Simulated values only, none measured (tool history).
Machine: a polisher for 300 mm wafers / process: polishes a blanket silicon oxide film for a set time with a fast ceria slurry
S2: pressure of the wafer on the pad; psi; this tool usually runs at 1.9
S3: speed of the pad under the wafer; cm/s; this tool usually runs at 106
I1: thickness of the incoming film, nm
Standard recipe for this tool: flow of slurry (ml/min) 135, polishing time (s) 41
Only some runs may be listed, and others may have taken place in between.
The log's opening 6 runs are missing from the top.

{"run": 7, "day": 17.754, "flow of slurry (ml/min)": 135, "S2": 1.9, "S3": 106, "polishing time (s)": 51, "I1": 3225.3, "film removed (angstrom)": 5210}
{"run": 8, "day": 21.642, "flow of slurry (ml/min)": 135, "S2": 1.9, "S3": 106, "polishing time (s)": 51, "I1": 3264.6, "film removed (angstrom)": 5146}
{"run": 9, "day": 23.892, "flow of slurry (ml/min)": 135, "S2": 1.9, "S3": 106, "polishing time (s)": 47, "I1": 3296, "film removed (angstrom)": 4790}
{"run": 10, "day": 25.554, "flow of slurry (ml/min)": 170, "S2": 1.9, "S3": 106, "polishing time (s)": 41, "I1": 3270.8, "film removed (angstrom)": 4338}
{"run": 11, "day": 29.938, "flow of slurry (ml/min)": 135, "S2": 1.9, "S3": 106, "polishing time (s)": 41, "I1": 3211, "film removed (angstrom)": 4185}
{"run": 12, "day": 34.383, "flow of slurry (ml/min)": 135, "S2": 1.9, "S3": 106, "polishing time (s)": 41, "I1": 3230.2, "film removed (angstrom)": 4217}
{"day": 34.996, "done": "slurry nozzle cleaned"}
{"day": 37.258, "done": "head pressure recalibrated"}
{"run": 13, "day": 37.908, "flow of slurry (ml/min)": 135, "S2": 1.9, "S3": 106, "polishing time (s)": 41, "I1": 3243.9, "film removed (angstrom)": 4169}
{"run": 14, "day": 42.233, "flow of slurry (ml/min)": 100, "S2": 1.5, "S3": 106, "polishing time (s)": 37, "I1": 3245.4, "film removed (angstrom)": 2781}
{"day": 55.012, "done": "worn pad replaced by a new one"}
{"run": 15, "day": 55.612, "flow of slurry (ml/min)": 135, "S2": 1.3, "S3": 106, "polishing time (s)": 50, "I1": 3259.1, "film removed (angstrom)": 3513}
{"run": 16, "day": 58.642, "flow of slurry (ml/min)": 135, "S2": 1.9, "S3": 126, "polishing time (s)": 41, "I1": 3235.9, "film removed (angstrom)": 4790}
{"run": 17, "day": 62.492, "flow of slurry (ml/min)": 135, "S2": 1.4, "S3": 106, "polishing time (s)": 41, "I1": 3271.8, "film removed (angstrom)": 3093}
{"run": 18, "day": 65.425, "flow of slurry (ml/min)": 135, "S2": 1.4, "S3": 72, "polishing time (s)": 28, "I1": 3214.9, "film removed (angstrom)": 1490}
{"run": 19, "day": 67.183, "flow of slurry (ml/min)": 150, "S2": 2.4, "S3": 90, "polishing time (s)": 41, "I1": 3273.6, "film removed (angstrom)": 4659}
{"day": 67.554, "done": "slurry nozzle cleaned"}
{"run": 20, "day": 70.592, "flow of slurry (ml/min)": 135, "S2": 1.7, "S3": 130, "polishing time (s)": 41, "I1": 3210.4, "film removed (angstrom)": 4400}
{"run": 21, "day": 72.717, "flow of slurry (ml/min)": 155, "S2": 1.3, "S3": 106, "polishing time (s)": 54, "I1": 3214.2, "film removed (angstrom)": 3795}
{"run": 22, "day": 74.508, "flow of slurry (ml/min)": 135, "S2": 1.9, "S3": 122, "polishing time (s)": 50, "I1": 3277.8, "film removed (angstrom)": 5743}
{"day": 75.2, "done": "head pressure recalibrated"}
{"run": 23, "day": 78.096, "flow of slurry (ml/min)": 135, "S2": 1.9, "S3": 106, "polishing time (s)": 41, "I1": 3272.5, "film removed (angstrom)": 4235}
{"run": 24, "day": 87.721, "flow of slurry (ml/min)": 135, "S2": 2.3, "S3": 106, "polishing time (s)": 41, "I1": 3267.7, "film removed (angstrom)": 4945}
{"run": 25, "day": 89.788, "flow of slurry (ml/min)": 135, "S2": 1.9, "S3": 106, "polishing time (s)": 41, "I1": 3301, "film removed (angstrom)": 4167}
{"day": 90.062, "done": "worn pad replaced by a new one"}
{"run": 26, "day": 92.733, "flow of slurry (ml/min)": 135, "S2": 2.3, "S3": 118, "polishing time (s)": 41, "I1": 3236.7, "film removed (angstrom)": 5500}
{"run": 27, "day": 95.617, "flow of slurry (ml/min)": 135, "S2": 1.6, "S3": 106, "polishing time (s)": 36, "I1": 3224.4, "film removed (angstrom)": 3113}
{"run": 28, "day": 99.425, "flow of slurry (ml/min)": 135, "S2": 1.9, "S3": 106, "polishing time (s)": 41, "I1": 3180.5, "film removed (angstrom)": 4214}
{"run": 29, "day": 101.75, "flow of slurry (ml/min)": 135, "S2": 1.9, "S3": 118, "polishing time (s)": 41, "I1": 3205.1, "film removed (angstrom)": 4586}

Run 30 has not been measured yet. What should we expect?
{"day": 102.712, "done": "slurry nozzle cleaned"}
{"run": 30, "day": 104.483, "flow of slurry (ml/min)": 165, "S2": 1.9, "S3": 106, "polishing time (s)": 41, "I1": 3270.4, "film removed (angstrom)": "?"}

Run 30 yielded film removed (angstrom) 4291.
On a tool with no hidden condition, and with the same random variation, this run would have come out at film removed (angstrom) 4291.
